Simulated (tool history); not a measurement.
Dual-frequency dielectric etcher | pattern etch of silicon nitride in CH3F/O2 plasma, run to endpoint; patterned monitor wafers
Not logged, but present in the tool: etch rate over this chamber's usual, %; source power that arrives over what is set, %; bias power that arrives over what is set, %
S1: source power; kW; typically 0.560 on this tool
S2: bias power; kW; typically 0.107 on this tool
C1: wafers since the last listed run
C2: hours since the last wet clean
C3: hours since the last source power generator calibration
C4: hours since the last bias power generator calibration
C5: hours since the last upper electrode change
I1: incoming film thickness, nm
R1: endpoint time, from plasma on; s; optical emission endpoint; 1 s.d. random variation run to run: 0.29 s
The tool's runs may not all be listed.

| run | day | S1 | S2 | C1 | C2 | C3 | C4 | C5 | I1 | R1 |
|---|---|---|---|---|---|---|---|---|---|---|
| 1 | 0.000 | 0.560 | 0.107 | 0 | 167.7 | 1247.6 | 3587.3 | 2396.5 | 83.7 | 64.9 |
| 2 | 2.900 | 0.560 | 0.107 | 438 | 237.3 | 1317.2 | 3656.9 | 2466.1 | 83.2 | 64.8 |
| 3 | 6.862 | 0.560 | 0.107 | 599 | 332.4 | 1412.3 | 3752.0 | 2561.2 | 83.6 | 65.1 |
|  | 10.238 | wet clean of the chamber |
| 4 | 10.258 | 0.560 | 0.107 | 362 | 0.5 | 1493.8 | 3833.5 | 2642.7 | 83.3 | 64.7 |
| 5 | 11.271 | 0.560 | 0.107 | 153 | 24.8 | 1518.1 | 3857.8 | 2667.0 | 83.9 | 65.9 |
| 6 | 12.929 | 0.560 | 0.107 | 250 | 64.6 | 1557.9 | 3897.6 | 2706.8 | 84.7 | 66.0 |
| 7 | 16.275 | 0.560 | 0.107 | 505 | 144.9 | 1638.2 | 3977.9 | 2787.1 | 84.9 | 66.5 |
| 8 | 20.371 | 0.560 | 0.107 | 619 | 243.2 | 1736.5 | 4076.2 | 2885.4 | 84.4 | 66.0 |
| 9 | 22.225 | 0.560 | 0.107 | 280 | 287.7 | 1781.0 | 4120.7 | 2929.9 | 83.7 | 65.3 |
|  | 23.783 | wet clean of the chamber |
|  | 24.379 | bias power generator calibrated |
| 10 | 26.558 | 0.640 | 0.093 | 478 | 66.6 | 1885.0 | 52.3 | 3033.9 | 83.6 | 67.1 |
| 11 | 28.879 | 0.640 | 0.093 | 350 | 122.3 | 1940.7 | 108.0 | 3089.6 | 84.6 | 67.4 |
| 12 | 31.833 | 0.640 | 0.093 | 446 | 193.2 | 2011.6 | 178.9 | 3160.5 | 84.5 | 67.5 |
| 13 | 35.462 | 0.650 | 0.115 | 548 | 280.3 | 2098.7 | 266.0 | 3247.6 | 84.3 | 60.9 |
|  | 38.329 | source power generator calibrated |
| 14 | 38.350 | 0.680 | 0.118 | 411 | 349.6 | 0.5 | 335.3 | 3316.9 | 83.4 | 58.2 |
|  | 39.442 | wet clean of the chamber |
| 15 | 42.683 | 0.480 | 0.091 | 503 | 77.8 | 104.5 | 439.3 | 3420.9 | 83.9 | 73.6 |
| 16 | 48.575 | 0.490 | 0.097 | 890 | 219.2 | 245.9 | 580.7 | 3562.3 | 83.9 | 71.8 |
|  | 51.996 | upper electrode replaced |
| 17 | 52.592 | 0.560 | 0.128 | 456 | 315.6 | 342.3 | 677.1 | 14.3 | 83.4 | 60.2 |
|  | 53.754 | wet clean of the chamber |
| 18 | 55.112 | 0.470 | 0.083 | 229 | 32.6 | 402.8 | 737.6 | 74.8 | 84.0 | 78.2 |
| 19 | 57.033 | 0.660 | 0.107 | 290 | 78.7 | 448.9 | 783.7 | 120.9 | 83.2 | 61.5 |
| 20 | 60.817 | 0.560 | 0.107 | 571 | 169.5 | 539.7 | 874.5 | 211.7 | 84.4 | 66.1 |
| 21 | 64.408 | 0.450 | 0.085 | 542 | 255.7 | 625.9 | 960.7 | 297.9 | 84.3 | 77.6 |
|  | 68.312 | wet clean of the chamber |
| 22 | 69.662 | 0.560 | 0.107 | 643 | 32.4 | 752.0 | 1086.8 | 424.0 | 84.4 | 65.5 |
| 23 | 71.212 | 0.510 | 0.107 | 234 | 69.6 | 789.2 | 1124.0 | 461.2 | 83.8 | 67.2 |
| 24 | 75.396 | 0.600 | 0.107 | 632 | 170.0 | 889.6 | 1224.4 | 561.6 | 84.2 | 64.1 |
| 25 | 77.175 | 0.480 | 0.130 | 268 | 212.7 | 932.3 | 1267.1 | 604.3 | 84.5 | 63.2 |

Forecast each of these 4 alternatives for the next run:
| A | 77.196 | 0.560 | 0.107 | 3 | 213.2 | 932.8 | 1267.6 | 604.8 | 83.5 | ? |
| B | 77.196 | 0.440 | 0.107 | 3 | 213.2 | 932.8 | 1267.6 | 604.8 | 83.5 | ? |
| C | 77.196 | 0.600 | 0.092 | 3 | 213.2 | 932.8 | 1267.6 | 604.8 | 83.5 | ? |
| D | 77.196 | 0.690 | 0.081 | 3 | 213.2 | 932.8 | 1267.6 | 604.8 | 83.5 | ? |

| run | R1 |
|---|---|
| A | 65.4 |
| B | 70.4 |
| C | 68.6 |
| D | 69.5 |
What these runs would have given with no unlogged condition in the tool:
| run | R1 |
|---|---|
| A | 65.4 |
| B | 70.4 |
| C | 68.6 |
| D | 69.5 |
